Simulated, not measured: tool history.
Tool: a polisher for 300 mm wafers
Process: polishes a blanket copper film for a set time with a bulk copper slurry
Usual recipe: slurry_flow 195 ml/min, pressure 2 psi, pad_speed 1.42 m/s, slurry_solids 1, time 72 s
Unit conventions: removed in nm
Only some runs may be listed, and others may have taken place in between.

run   hour  slurry_flow  pressure  pad_speed  slurry_solids  time  wafers since the last listed run  wafers polished on this pad  hours since the slurry nozzle was cleaned  hours since the head pressure was calibrated  hours since the slurry blender was calibrated  incoming thickness of the incoming film, nm  removed
  1      0          195         2       1.42              1    72                                 0                          411                                      290.9                                         865.1                                            287                                       1870.5      532
  2      9          195         2       1.42              1    72                                74                          486                                      299.9                                         874.1                                            296                                       1858.3    529.8
  3   25.8          195         2       1.42              1    72                               139                          625                                      316.7                                         890.9                                          312.8                                       1833.5    523.1
  4   36.5          195         2       1.42              1    72                                88                          714                                      327.4                                         901.6                                          323.5                                       1867.1      522
      43.2  -- worn pad replaced by a new one
  5   49.9          195         2       1.42              1    72                                78                           55                                      340.8                                           915                                          336.9                                       1833.7    542.6
  6   67.2          195         2       1.42              1    72                               143                          199                                      358.1                                         932.3                                          354.2                                       1833.8    539.4
  7   84.4          195         2       1.28              1    72                               142                          342                                      375.3                                         949.5                                          371.4                                         1864    494.4
  8   93.2          195         2       1.28              1    72                                73                          415                                      384.1                                         958.3                                          380.2                                       1903.8    490.6
     102.5  -- head pressure recalibrated
  9  108.1          195         2       1.28              1    72                               107                          522                                        399                                           5.6                                          395.1                                         1874    489.5
 10  117.4          195         2       1.06              1    72                                77                          599                                      408.3                                          14.9                                          404.4                                       1863.6    424.1
 11  133.8          195         2       1.06              1    72                               136                          736                                      424.7                                          31.3                                          420.8                                       1887.3    419.5
     138.7  -- worn pad replaced by a new one
 12  149.9          195         2       1.06              1    72                               100                           92                                      440.8                                          47.4                                          436.9                                       1886.7    430.9
     152.8  -- slurry blender recalibrated
 13  160.6          195         2       1.66              1    72                                72                          165                                      451.5                                          58.1                                            7.8                                       1867.9    607.5
 14  174.7          160       1.6       0.94           1.15    72                               117                          282                                      465.6                                          72.2                                           21.9                                       1859.3    319.7
     176.9  -- slurry nozzle cleaned
 15  202.5          140       2.5       1.42            0.8    64                               222                          505                                       25.6                                           100                                           49.7                                       1847.2    533.4
 16  211.6          195       1.6       1.42              1    72                                75                          580                                       34.7                                         109.1                                           58.8                                       1852.8    415.9
 17  220.1          225         2       0.98              1    72                                70                          651                                       43.2                                         117.6                                           67.3                                       1862.4    403.9
 18  232.5          195         2       1.42              1    48                               103                          754                                       55.6                                           130                                           79.7                                       1868.1    352.2
     245.3  -- worn pad replaced by a new one
 19  245.8          195         2       1.42              1    86                                77                            3                                       68.9                                         143.3                                             93                                       1868.8    640.3
 20  252.5          195         2       1.42              1    72                                55                           59                                       75.6                                           150                                           99.7                                       1895.2    538.3
 21  268.3          195         2       1.82              1    72                               131                          190                                       91.4                                         165.8                                          115.5                                       1889.1    653.4
 22  280.6          145         2       1.92              1    72                               102                          293                                      103.7                                         178.1                                          127.8                                       1862.3      645
 23  290.4          195         2       1.42              1    72                                81                          374                                      113.5                                         187.9                                          137.6                                       1844.9    530.6
 24  306.3          195         2       1.42              1    72                               132                          506                                      129.4                                         203.8                                          153.5                                       1892.7    531.5
 25  323.6          195         2       1.42              1    50                               143                          650                                      146.7                                         221.1                                          170.8                                       1860.5    361.3
 26  337.2          195         2       1.42              1    72                               113                          763                                      160.3                                         234.7                                          184.4                                       1884.4    522.2
     345.5  -- worn pad replaced by a new one
 27  360.4          195         2       1.42            0.9    62                               159                          124                                      183.5                                         257.9                                          207.6                                       1855.6      453
 28  375.6          150       1.7       1.42           0.75    72                               126                          250                                      198.7                                         273.1                                          222.8                                       1875.6    410.6
 29  391.7          230         2       1.42            0.8    80                               133                          384                                      214.8                                         289.2                                          238.9                                       1865.6    565.8

Measured result minus the same run's result without the hidden state. Both carry the same run-to-run variation, though not necessarily the same gauge scatter:
Unlogged tool condition in this case: removal rate lost through wear of the pad, %; slurry flow missing at the pad, %; deviation of the head's pressure from its setpoint, %; abrasive missing from the slurry, %.
run  removed
  1     -9.7
  2    -11.2
  3      -14
  4    -15.9
  5       -3
  6       -6
  7     -8.3
  8     -9.6
  9    -12.1
 10    -11.8
 11      -14
 12     -2.2
 13     -5.2
 14     -4.3
 15      -12
 16    -10.6
 17    -11.4
 18    -11.5
 19       -2
 20     -2.9
 21     -6.8
 22     -9.3
 23     -9.4
 24    -12.2
 25    -10.4
 26    -17.5
 27     -2.5
 28     -4.4
 29       -9
